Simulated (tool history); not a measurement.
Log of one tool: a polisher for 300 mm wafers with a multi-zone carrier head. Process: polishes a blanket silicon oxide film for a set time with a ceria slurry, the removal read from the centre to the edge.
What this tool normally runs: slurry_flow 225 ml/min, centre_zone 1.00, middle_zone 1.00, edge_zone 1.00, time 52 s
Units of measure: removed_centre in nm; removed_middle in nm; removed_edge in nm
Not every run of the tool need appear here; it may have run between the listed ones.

run    hour  slurry_flow  centre_zone  middle_zone  edge_zone  time  incoming thickness of the incoming film, nm  removed_centre  removed_middle  removed_edge
  1     0.0          225         1.00         0.94       1.00    52                                       1112.2           348.1           322.5         347.9
       18.5  -- centre zone pressure recalibrated
  2    54.7          225         1.00         1.00       1.00    52                                       1100.4           336.1           341.0         347.1
  3    88.1          160         1.05         1.00       1.00    64                                       1109.6           404.3           399.9         406.0
       94.6  -- worn pad replaced by a new one
  4   121.5          175         1.00         1.00       0.93    52                                       1110.0           323.1           326.2         327.6
  5   189.5          180         1.06         0.94       1.00    64                                       1092.5           407.5           377.2         415.1
  6   250.4          225         1.00         1.00       1.00    52                                       1116.0           338.6           335.5         344.4
  7   278.4          225         1.00         0.94       1.00    52                                       1104.1           337.9           318.5         347.1
  8   309.5          225         1.00         1.00       0.91    52                                       1108.2           337.0           331.8         329.9
  9   354.1          225         0.92         1.10       0.95    38                                       1124.0           238.1           266.1         245.5
      420.0  -- centre zone pressure recalibrated
      442.0  -- slurry nozzle cleaned
      550.9  -- edge zone pressure recalibrated
 10   563.7          295         1.00         0.92       1.06    52                                       1104.6           354.7           331.9         367.2
      577.8  -- worn pad replaced by a new one
 11   619.8          225         1.00         1.00       1.00    52                                       1111.8           353.3           340.7         348.7
 12   657.8          225         1.00         1.00       1.00    52                                       1119.7           351.4           339.7         346.6
 13   715.2          225         1.00         1.00       1.00    52                                       1117.4           350.4           339.8         345.2
 14   747.5          225         1.00         1.00       0.95    44                                       1106.4           295.7           287.4         285.1
 15   793.0          180         1.00         1.05       1.00    52                                       1112.7           338.9           341.2         333.2
 16   819.1          225         1.00         1.00       1.00    52                                       1122.2           352.6           338.1         347.2
 17   853.2          225         1.00         1.00       1.00    52                                       1094.8           354.4           336.9         345.2
 18   914.9          255         0.88         1.00       1.00    52                                       1121.4           344.8           340.8         349.8
      921.0  -- centre zone pressure recalibrated
 19   964.0          180         1.00         1.00       1.08    52                                       1108.0           315.9           319.3         343.2
 20  1031.3          150         1.00         1.08       1.00    68                                       1120.4           408.5           435.4         422.6
     1042.0  -- worn pad replaced by a new one
 21  1097.9          190         1.00         1.00       1.00    47                                       1098.6           291.8           293.3         303.7

A few steps of removed_centre between consecutive runs. Split each: what settings, incoming material and random variation would produce without the hidden state, and what is left over for the hidden state, along with gauge scatter present in only one of the two compared results (measured, and without hidden state):
Unlogged tool condition in this case: removal rate lost through wear of the pad, %; slurry flow missing at the pad, %; deviation of the centre zone's pressure from its setpoint, %; deviation of the edge zone's pressure from its setpoint, %.
Run 1 -> 2: middle_zone 0.94 -> 1.00, centre zone pressure recalibrated. removed_centre -12.0 nm: hidden state -17.0, all else +5.0.
Run 9 -> 10: slurry_flow 225 -> 295, centre_zone 0.92 -> 1.00, middle_zone 1.10 -> 0.92, edge_zone 0.95 -> 1.06, time 38 -> 52, centre zone pressure recalibrated, slurry nozzle cleaned, edge zone pressure recalibrated. removed_centre +116.6 nm: hidden state +4.8, all else +111.8.
Run 18 -> 19: slurry_flow 255 -> 180, centre_zone 0.88 -> 1.00, edge_zone 1.00 -> 1.08, centre zone pressure recalibrated. removed_centre -28.9 nm: hidden state -33.2, all else +4.3.
Run 20 -> 21: slurry_flow 150 -> 190, middle_zone 1.08 -> 1.00, time 68 -> 47, worn pad replaced by a new one. removed_centre -116.7 nm: hidden state +15.3, all else -132.0.
